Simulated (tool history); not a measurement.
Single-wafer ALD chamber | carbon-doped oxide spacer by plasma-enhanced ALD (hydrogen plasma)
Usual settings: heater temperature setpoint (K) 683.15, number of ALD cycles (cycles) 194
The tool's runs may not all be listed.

run,hour,heater temperature setpoint (K),number of ALD cycles (cycles),"read-back reference wafer on the same gauge, thickness_nm",mean film thickness on the monitor wafer (Å)
1,0,683.15,212,8.003,94.83
2,47.3,683.15,212,8.002,94.73
3,99.1,683.15,212,8.006,94.95
4,150.8,683.15,180,8.006,80.17
5,202,683.15,180,8.007,80.49
6,302.6,683.15,180,8.006,80.07
7,342.9,683.15,194,8.023,86.73
8,449.6,676.15,194,8.006,88.53
# hour 501.8: gauge calibrated
9,771.2,673.15,166,8.009,76.52
# hour 797.9: thermocouple changed; heater temperature recalibrated
10,838.1,677.15,210,8.012,96.74
11,887.2,683.15,212,8.016,96.26
12,976.4,689.15,172,8.007,76.21
13,1037.5,696.15,166,7.996,71.83
# hour 1080.5: gauge calibrated
14,1086.2,688.15,158,8.01,70.11

5 ways to go on from here, each from the tool as it stands after run 14. What would each give?
A,1086.9,687.15,194,?,?
B,1086.9,683.15,233,?,?
C,1086.9,683.15,228,?,?
D,1086.9,676.15,227,?,?
E,1086.9,683.15,156,?,?

run,"read-back reference wafer on the same gauge, thickness_nm",mean film thickness on the monitor wafer (Å)
A,8.018,86.53
B,8.018,105.18
C,8.018,102.92
D,8.018,104.6
E,8.018,70.42
Without the tool's hidden state the same runs would have given:
run,mean film thickness on the monitor wafer (Å)
A,87.24
B,106.03
C,103.75
D,105.43
E,70.99

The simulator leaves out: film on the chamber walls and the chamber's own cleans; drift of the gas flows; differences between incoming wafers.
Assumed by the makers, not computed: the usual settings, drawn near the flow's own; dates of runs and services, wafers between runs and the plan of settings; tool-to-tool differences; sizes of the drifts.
